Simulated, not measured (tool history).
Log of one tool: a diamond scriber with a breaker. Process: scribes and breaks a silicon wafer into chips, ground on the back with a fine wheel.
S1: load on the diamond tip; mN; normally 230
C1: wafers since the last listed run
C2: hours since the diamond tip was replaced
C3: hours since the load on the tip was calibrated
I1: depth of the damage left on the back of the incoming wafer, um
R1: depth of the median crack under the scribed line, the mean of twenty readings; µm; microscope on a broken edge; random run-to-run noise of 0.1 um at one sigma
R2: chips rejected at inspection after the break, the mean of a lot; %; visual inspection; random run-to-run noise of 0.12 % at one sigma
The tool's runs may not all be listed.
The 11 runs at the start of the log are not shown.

Run 12, hour 608.6: usual settings but S1 197 mN; C1 289; C2 98.4; C3 1156.7; I1 2.11. Result: R1 8.92 µm, R2 1.75 %.
Run 13, hour 653.3: usual settings but S1 197 mN; C1 261; C2 143.1; C3 1201.4; I1 2.94. Result: R1 9 µm, R2 3.51 %.
Run 14, hour 713.8: usual settings; C1 354; C2 203.6; C3 1261.9; I1 1.7. Result: R1 11.15 µm, R2 8.19 %.
At hour 718.3: load on the tip recalibrated.
Run 15, hour 759.8: usual settings; C1 257; C2 249.6; C3 41.5; I1 2.3. Result: R1 9.3 µm, R2 1.7 %.
Run 16, hour 830.2: usual settings; C1 412; C2 320; C3 111.9; I1 2.58. Result: R1 9.36 µm, R2 2.6 %.
Run 17, hour 858.6: usual settings but S1 265 mN; C1 166; C2 348.4; C3 140.3; I1 1.91. Result: R1 10.86 µm, R2 7.84 %.
Run 18, hour 894.9: usual settings but S1 248 mN; C1 212; C2 384.7; C3 176.6; I1 1.57. Result: R1 10.05 µm, R2 3.02 %.
Run 19, hour 989: usual settings; C1 550; C2 478.8; C3 270.7; I1 2.88. Result: R1 9.42 µm, R2 3.19 %.
Run 20, hour 1048.8: usual settings but S1 293 mN; C1 350; C2 538.6; C3 330.5; I1 1.76. Result: R1 11.94 µm, R2 15.96 %.
Run 21, hour 1091.3: usual settings but S1 298 mN; C1 248; C2 581.1; C3 373; I1 2.44. Result: R1 12.12 µm, R2 17.53 %.
Run 22, hour 1129: usual settings but S1 171 mN; C1 220; C2 618.8; C3 410.7; I1 2.19. Result: R1 6.26 µm, R2 38.52 %.
At hour 1185.4: diamond tip replaced by a new one.
Run 23, hour 1187.8: usual settings; C1 332; C2 2.4; C3 469.5; I1 1.68. Result: R1 10 µm, R2 2.85 %.
Run 24, hour 1215.2: usual settings but S1 204 mN; C1 160; C2 29.8; C3 496.9; I1 1.66. Result: R1 8.71 µm, R2 2.08 %.
Run 25, hour 1301.3: usual settings but S1 256 mN; C1 504; C2 115.9; C3 583; I1 1.66. Result: R1 11.6 µm, R2 11.84 %.
Run 26, hour 1359.5: usual settings but S1 184 mN; C1 340; C2 174.1; C3 641.2; I1 2.13. Result: R1 7.7 µm, R2 9.03 %.
Run 27, hour 1409.5: usual settings but S1 259 mN; C1 292; C2 224.1; C3 691.2; I1 2.19. Result: R1 11.54 µm, R2 14.81 %.
Run 28, hour 1464.9: usual settings but S1 268 mN; C1 324; C2 279.5; C3 746.6; I1 2.92. Result: R1 12.14 µm, R2 17.57 %.
Run 29, hour 1518.5: usual settings but S1 162 mN; C1 313; C2 333.1; C3 800.2; I1 1.58. Result: R1 6.41 µm, R2 34.39 %.
Run 30, hour 1549.4: usual settings but S1 252 mN; C1 180; C2 364; C3 831.1; I1 1.68. Result: R1 11.61 µm, R2 11.35 %.
Run 31, hour 1619.6: usual settings but S1 189 mN; C1 411; C2 434.2; C3 901.3; I1 2.13. Result: R1 8.07 µm, R2 7.87 %.
Run 32, hour 1661.7: usual settings but S1 193 mN; C1 246; C2 476.3; C3 943.4; I1 2.66. Result: R1 8.17 µm, R2 7.9 %.

Below are 3 alternative next runs, each starting from the tool's condition after run 32. Predict each:
Run A, hour 1662.2: usual settings; C1 2; C2 476.8; C3 943.9; I1 1.82. Result: R1 ?, R2 ?.
Run B, hour 1662.2: usual settings but S1 280 mN; C1 2; C2 476.8; C3 943.9; I1 1.82. Result: R1 ?, R2 ?.
Run C, hour 1662.2: usual settings but S1 296 mN; C1 2; C2 476.8; C3 943.9; I1 1.82. Result: R1 ?, R2 ?.

run     R1     R2
  A  10.14   2.94
  B   12.5  21.62
  C  13.21  28.69
What these runs would have given with no unlogged condition in the tool:
run     R1     R2
  A   9.31   1.15
  B  11.49  12.08
  C  12.14  18.07
